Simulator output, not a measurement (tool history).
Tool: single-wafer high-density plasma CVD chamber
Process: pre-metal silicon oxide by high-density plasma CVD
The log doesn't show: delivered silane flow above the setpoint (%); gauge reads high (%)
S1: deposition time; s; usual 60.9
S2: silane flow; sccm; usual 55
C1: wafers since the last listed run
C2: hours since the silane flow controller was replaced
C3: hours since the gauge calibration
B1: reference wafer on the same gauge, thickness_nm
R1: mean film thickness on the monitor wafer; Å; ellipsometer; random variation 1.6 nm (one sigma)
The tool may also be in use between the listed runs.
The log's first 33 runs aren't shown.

{"run": 34, "hour": 841.7, "S1": 53.2, "S2": 62, "C1": 494, "C2": 1445.3, "C3": 1454.3, "B1": 332.988, "R1": 3432.31}
{"run": 35, "hour": 859.0, "S1": 60.9, "S2": 55, "C1": 383, "C2": 1462.6, "C3": 1471.6, "B1": 332.974, "R1": 3484.7}
{"hour": 867.1, "done": "gauge calibrated"}
{"run": 36, "hour": 881.1, "S1": 49, "S2": 46, "C1": 489, "C2": 1484.7, "C3": 14, "B1": 332.878, "R1": 2340}
{"hour": 919.8, "done": "silane flow controller replaced"}
{"run": 37, "hour": 920.3, "S1": 60.9, "S2": 55, "C1": 691, "C2": 0.5, "C3": 53.2, "B1": 332.857, "R1": 3378.42}
{"run": 38, "hour": 948.5, "S1": 60.9, "S2": 55, "C1": 624, "C2": 28.7, "C3": 81.4, "B1": 333.085, "R1": 3386.29}
{"run": 39, "hour": 963.6, "S1": 56.2, "S2": 52, "C1": 334, "C2": 43.8, "C3": 96.5, "B1": 333.057, "R1": 2977.68}
{"run": 40, "hour": 983.1, "S1": 64.3, "S2": 59, "C1": 432, "C2": 63.3, "C3": 116, "B1": 332.85, "R1": 3866.7}
{"run": 41, "hour": 1009.5, "S1": 53, "S2": 55, "C1": 584, "C2": 89.7, "C3": 142.4, "B1": 332.994, "R1": 2974.52}
{"run": 42, "hour": 1033.6, "S1": 60.9, "S2": 48, "C1": 533, "C2": 113.8, "C3": 166.5, "B1": 333.137, "R1": 2974.03}
{"run": 43, "hour": 1060.2, "S1": 60.9, "S2": 62, "C1": 589, "C2": 140.4, "C3": 193.1, "B1": 332.927, "R1": 3834.47}
{"run": 44, "hour": 1083.8, "S1": 60.9, "S2": 59, "C1": 522, "C2": 164, "C3": 216.7, "B1": 332.897, "R1": 3666.77}
{"run": 45, "hour": 1105.0, "S1": 48.7, "S2": 60, "C1": 469, "C2": 185.2, "C3": 237.9, "B1": 333.259, "R1": 2961.19}
{"run": 46, "hour": 1200.5, "S1": 64.6, "S2": 47, "C1": 2115, "C2": 280.7, "C3": 333.4, "B1": 333.01, "R1": 3113.93}
{"run": 47, "hour": 1221.0, "S1": 50.9, "S2": 55, "C1": 454, "C2": 301.2, "C3": 353.9, "B1": 333.033, "R1": 2867.62}
{"run": 48, "hour": 1256.4, "S1": 60.9, "S2": 55, "C1": 784, "C2": 336.6, "C3": 389.3, "B1": 332.857, "R1": 3432.46}

Forecast each of these 3 alternatives for the next run:
{"run": "A", "hour": 1256.8, "S1": 60.9, "S2": 55, "C1": 8, "C2": 337, "C3": 389.7, "B1": "?", "R1": "?"}
{"run": "B", "hour": 1256.8, "S1": 56.9, "S2": 59, "C1": 8, "C2": 337, "C3": 389.7, "B1": "?", "R1": "?"}
{"run": "C", "hour": 1256.8, "S1": 54.6, "S2": 65, "C1": 8, "C2": 337, "C3": 389.7, "B1": "?", "R1": "?"}

run=A B1=333.256 R1=3432.62
run=B B1=333.256 R1=3440.41
run=C B1=333.256 R1=3637.07
Without the tool's hidden state the same runs would have given:
run=A R1=3417.59
run=B R1=3425.34
run=C R1=3621.14

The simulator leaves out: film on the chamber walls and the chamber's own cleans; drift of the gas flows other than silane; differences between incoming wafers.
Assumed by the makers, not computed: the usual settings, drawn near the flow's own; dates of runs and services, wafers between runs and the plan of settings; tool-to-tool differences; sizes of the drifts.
